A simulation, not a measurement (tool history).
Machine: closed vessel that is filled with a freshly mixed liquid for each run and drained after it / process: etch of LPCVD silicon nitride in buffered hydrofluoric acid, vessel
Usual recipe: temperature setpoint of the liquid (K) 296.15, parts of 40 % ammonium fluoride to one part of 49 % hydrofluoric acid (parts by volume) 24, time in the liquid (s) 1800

run   hour  temperature setpoint of the liquid (K)  parts of 40 % ammonium fluoride to one part of 49 % hydrofluoric acid (parts by volume)  time in the liquid (s)  read-back film thickness of the LPCVD silicon nitride reference wafer, read on the same gauge (nm)  thickness taken off the LPCVD silicon nitride on a monitor wafer (nm)
  1      0                                  296.15                                                                                       24                    1800                                                                                              110.02                                                                  10.18
  2   17.5                                  296.15                                                                                       24                    1800                                                                                              109.97                                                                  10.14
  3   26.4                                  296.15                                                                                     16.5                    1800                                                                                                 110                                                                  13.33
  4   43.9                                  296.15                                                                                       24                    1800                                                                                              109.99                                                                  10.09
  5   60.5                                  296.15                                                                                       24                    1800                                                                                                 110                                                                     10
  6   73.6                                  296.15                                                                                       24                    1800                                                                                              110.02                                                                   9.98
  7   85.5                                  296.15                                                                                       24                    1800                                                                                              110.02                                                                   9.98
     100.2  -- hydrofluoric acid flow meter replaced
  8  102.3                                  299.65                                                                                       30                    2120                                                                                              110.01                                                                  13.43
  9  110.3                                  296.15                                                                                       24                    1800                                                                                              109.99                                                                  10.93
     116.5  -- gauge calibrated
 10  121.7                                  300.15                                                                                     26.5                    1490                                                                                                 110                                                                  10.58
     125.3  -- thermometer replaced
 11  136.5                                  298.65                                                                                     29.5                     930                                                                                              110.02                                                                   5.64
 12    186                                  298.15                                                                                     16.5                    2085                                                                                                 110                                                                     19
 13  196.6                                  292.15                                                                                       24                    1800                                                                                              109.99                                                                   8.68
 14  211.1                                  300.65                                                                                       30                     760                                                                                                 110                                                                   4.96
 15  219.1                                  298.15                                                                                       24                    1145                                                                                              110.01                                                                   7.66

What if the next run were any one of these 5? Each begins from the tool's condition after run 15:
  A  220.2                                  296.15                                                                                       24                    1800                                                                                                   ?                                                                      ?
  B  220.2                                  300.65                                                                                       17                    2430                                                                                                   ?                                                                      ?
  C  220.2                                  296.15                                                                                     20.5                    1020                                                                                                   ?                                                                      ?
  D  220.2                                  293.65                                                                                       18                     875                                                                                                   ?                                                                      ?
  E  220.2                                  298.65                                                                                       29                    2530                                                                                                   ?                                                                      ?

run  read-back film thickness of the LPCVD silicon nitride reference wafer, read on the same gauge (nm)  thickness taken off the LPCVD silicon nitride on a monitor wafer (nm)
  A                                                                                                 110                                                                  10.82
  B                                                                                                 110                                                                  24.59
  C                                                                                                 110                                                                   6.84
  D                                                                                                 110                                                                   5.71
  E                                                                                                 110                                                                  15.32
Without the tool's hidden state the same runs would have given:
run  thickness taken off the LPCVD silicon nitride on a monitor wafer (nm)
  A                                                                  11.06
  B                                                                  25.37
  C                                                                   6.99
  D                                                                   5.89
  E                                                                  15.66
